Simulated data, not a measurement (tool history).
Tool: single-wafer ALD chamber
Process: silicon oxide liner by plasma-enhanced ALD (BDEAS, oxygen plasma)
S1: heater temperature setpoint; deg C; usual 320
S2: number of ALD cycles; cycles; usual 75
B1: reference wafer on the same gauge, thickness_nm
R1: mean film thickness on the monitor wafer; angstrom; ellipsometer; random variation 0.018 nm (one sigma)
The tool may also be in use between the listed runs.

{"run": 1, "hour": 0.0, "S1": 324, "S2": 75, "B1": 7.248, "R1": 73.23}
{"run": 2, "hour": 60.2, "S1": 324, "S2": 75, "B1": 7.257, "R1": 73.03}
{"run": 3, "hour": 149.3, "S1": 324, "S2": 75, "B1": 7.251, "R1": 73.17}
{"run": 4, "hour": 228.1, "S1": 320, "S2": 75, "B1": 7.248, "R1": 73.75}
{"run": 5, "hour": 281.4, "S1": 320, "S2": 75, "B1": 7.247, "R1": 73.59}
{"run": 6, "hour": 320.6, "S1": 320, "S2": 75, "B1": 7.244, "R1": 73.75}
{"run": 7, "hour": 396.4, "S1": 320, "S2": 75, "B1": 7.255, "R1": 73.59}
{"run": 8, "hour": 436.4, "S1": 320, "S2": 75, "B1": 7.251, "R1": 73.6}
{"run": 9, "hour": 474.7, "S1": 320, "S2": 75, "B1": 7.247, "R1": 73.29}
{"run": 10, "hour": 541.1, "S1": 320, "S2": 65, "B1": 7.261, "R1": 63.99}
{"run": 11, "hour": 630.2, "S1": 320, "S2": 65, "B1": 7.255, "R1": 63.87}
{"run": 12, "hour": 722.1, "S1": 310, "S2": 75, "B1": 7.246, "R1": 74.8}
{"run": 13, "hour": 785.7, "S1": 320, "S2": 85, "B1": 7.248, "R1": 83.88}
{"run": 14, "hour": 856.7, "S1": 320, "S2": 85, "B1": 7.245, "R1": 83.6}
{"run": 15, "hour": 939.7, "S1": 320, "S2": 75, "B1": 7.251, "R1": 73.92}
{"run": 16, "hour": 977.0, "S1": 320, "S2": 88, "B1": 7.253, "R1": 86.7}
{"run": 17, "hour": 1063.0, "S1": 314, "S2": 60, "B1": 7.239, "R1": 59.4}
{"run": 18, "hour": 1134.5, "S1": 320, "S2": 75, "B1": 7.251, "R1": 73.58}
{"run": 19, "hour": 1212.3, "S1": 315, "S2": 75, "B1": 7.247, "R1": 74.23}
{"run": 20, "hour": 1274.3, "S1": 311, "S2": 65, "B1": 7.249, "R1": 64.82}
{"run": 21, "hour": 1311.8, "S1": 316, "S2": 63, "B1": 7.252, "R1": 62.43}
{"hour": 1442.6, "done": "gauge calibrated"}
{"hour": 1447.8, "done": "thermocouple changed; heater temperature recalibrated"}
{"run": 22, "hour": 1528.5, "S1": 320, "S2": 79, "B1": 7.25, "R1": 76.91}
{"run": 23, "hour": 1590.2, "S1": 320, "S2": 66, "B1": 7.255, "R1": 64.5}
{"run": 24, "hour": 1682.1, "S1": 307, "S2": 75, "B1": 7.239, "R1": 74.42}
{"run": 25, "hour": 1760.2, "S1": 305, "S2": 80, "B1": 7.248, "R1": 80.03}
{"run": 26, "hour": 1824.4, "S1": 320, "S2": 63, "B1": 7.251, "R1": 61.66}
{"run": 27, "hour": 1918.3, "S1": 329, "S2": 75, "B1": 7.255, "R1": 72.24}
{"run": 28, "hour": 2208.6, "S1": 320, "S2": 75, "B1": 7.254, "R1": 73.72}
{"run": 29, "hour": 2272.1, "S1": 335, "S2": 68, "B1": 7.247, "R1": 64.98}

Measured less the same run without the tool's hidden state. The same run-to-run variation is in both; the gauge's scatter may not be:
The hidden state here: wafer temperature above the value expected at the setpoint (K); gauge reads high (%).
run=1 R1=+0.5
run=2 R1=+0.53
run=3 R1=+0.56
run=4 R1=+0.59
run=5 R1=+0.61
run=6 R1=+0.62
run=7 R1=+0.64
run=8 R1=+0.65
run=9 R1=+0.66
run=10 R1=+0.58
run=11 R1=+0.6
run=12 R1=+0.71
run=13 R1=+0.82
run=14 R1=+0.83
run=15 R1=+0.74
run=16 R1=+0.87
run=17 R1=+0.6
run=18 R1=+0.76
run=19 R1=+0.76
run=20 R1=+0.67
run=21 R1=+0.65
run=22 R1=+0.08
run=23 R1=+0.12
run=24 R1=+0.21
run=25 R1=+0.3
run=26 R1=+0.27
run=27 R1=+0.37
run=28 R1=+0.51
run=29 R1=+0.47
